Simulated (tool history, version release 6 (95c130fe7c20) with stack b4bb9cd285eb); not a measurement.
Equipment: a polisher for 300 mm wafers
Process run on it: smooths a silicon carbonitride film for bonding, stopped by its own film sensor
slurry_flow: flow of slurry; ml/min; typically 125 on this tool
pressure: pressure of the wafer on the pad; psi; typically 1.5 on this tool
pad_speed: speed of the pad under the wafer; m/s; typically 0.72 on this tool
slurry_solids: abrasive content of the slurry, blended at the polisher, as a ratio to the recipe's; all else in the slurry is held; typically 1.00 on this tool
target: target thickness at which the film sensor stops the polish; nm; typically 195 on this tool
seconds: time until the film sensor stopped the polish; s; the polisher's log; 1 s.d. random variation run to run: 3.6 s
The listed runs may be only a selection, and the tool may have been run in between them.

run,hour,slurry_flow,pressure,pad_speed,slurry_solids,target,"incoming thickness of the incoming film, nm",seconds
1,0.0,115,1.5,0.72,1.00,195,218.0,196.3
2,15.9,125,1.5,0.72,1.25,195,218.5,180.6
3,30.0,125,1.5,0.72,1.00,195,221.7,231.1
4,41.9,125,1.5,0.72,1.00,195,222.3,236.0
5,50.8,125,1.5,0.56,1.00,195,218.7,248.8
6,56.9,125,1.5,0.56,1.00,195,221.3,279.6
7,102.3,125,1.5,0.72,1.00,195,222.3,242.5
8,116.0,125,1.5,0.62,1.00,195,221.4,272.7
# hour 143.8: worn pad replaced by a new one
9,144.3,125,1.9,0.72,0.95,195,217.8,175.4
10,149.3,125,1.5,0.88,1.00,195,220.4,204.2
11,156.6,125,1.5,0.72,1.00,195,220.3,245.9
12,166.5,125,1.5,0.72,1.00,195,220.2,244.7
13,182.6,125,1.5,0.72,1.00,195,224.2,282.4
14,192.9,125,1.5,0.72,1.00,195,218.6,222.5
15,209.5,125,1.5,0.86,1.00,195,218.8,199.0
16,219.3,160,1.7,0.54,1.25,195,219.8,232.3
17,232.0,125,1.2,0.54,1.20,190,221.7,446.5
# hour 242.7: head pressure recalibrated
# hour 248.5: slurry nozzle cleaned
18,249.9,155,1.5,0.72,1.00,195,218.6,202.4
19,264.0,125,1.5,0.72,1.00,186,221.7,325.9
20,273.6,95,1.8,0.72,1.00,195,218.7,200.5
# hour 287.6: slurry blender recalibrated
21,290.5,80,1.7,0.72,1.10,195,216.1,168.4
22,298.4,125,1.5,0.64,1.00,195,220.7,235.1
23,307.0,95,1.0,0.56,1.00,189,218.8,443.8
# hour 311.3: worn pad replaced by a new one
24,324.2,125,1.5,0.90,0.75,202,221.6,151.2
25,341.2,125,1.5,0.72,1.00,195,220.1,208.8
26,356.3,80,1.7,0.72,1.10,195,219.3,194.6
27,367.0,125,1.5,0.72,1.00,195,221.6,227.5
28,379.8,125,1.7,0.90,1.00,195,223.6,182.1
29,396.4,80,1.3,0.72,1.00,195,219.7,284.3

Predict each of these 5 candidate next runs independently; none follows another, all start after run 29:
A,396.9,125,1.5,0.72,1.10,195,219.6,?
B,396.9,140,1.5,0.72,1.00,195,219.6,?
C,396.9,125,1.5,0.72,1.15,200,219.6,?
D,396.9,95,1.5,0.72,1.00,195,219.6,?
E,396.9,125,2.0,0.92,1.15,195,219.6,?

run,seconds
A,211.7
B,215.6
C,165.5
D,237.3
E,133.1
Without the tool's unlogged condition, the same runs would have read:
run,seconds
A,193.4
B,196.7
C,151.3
D,216.4
E,121.7

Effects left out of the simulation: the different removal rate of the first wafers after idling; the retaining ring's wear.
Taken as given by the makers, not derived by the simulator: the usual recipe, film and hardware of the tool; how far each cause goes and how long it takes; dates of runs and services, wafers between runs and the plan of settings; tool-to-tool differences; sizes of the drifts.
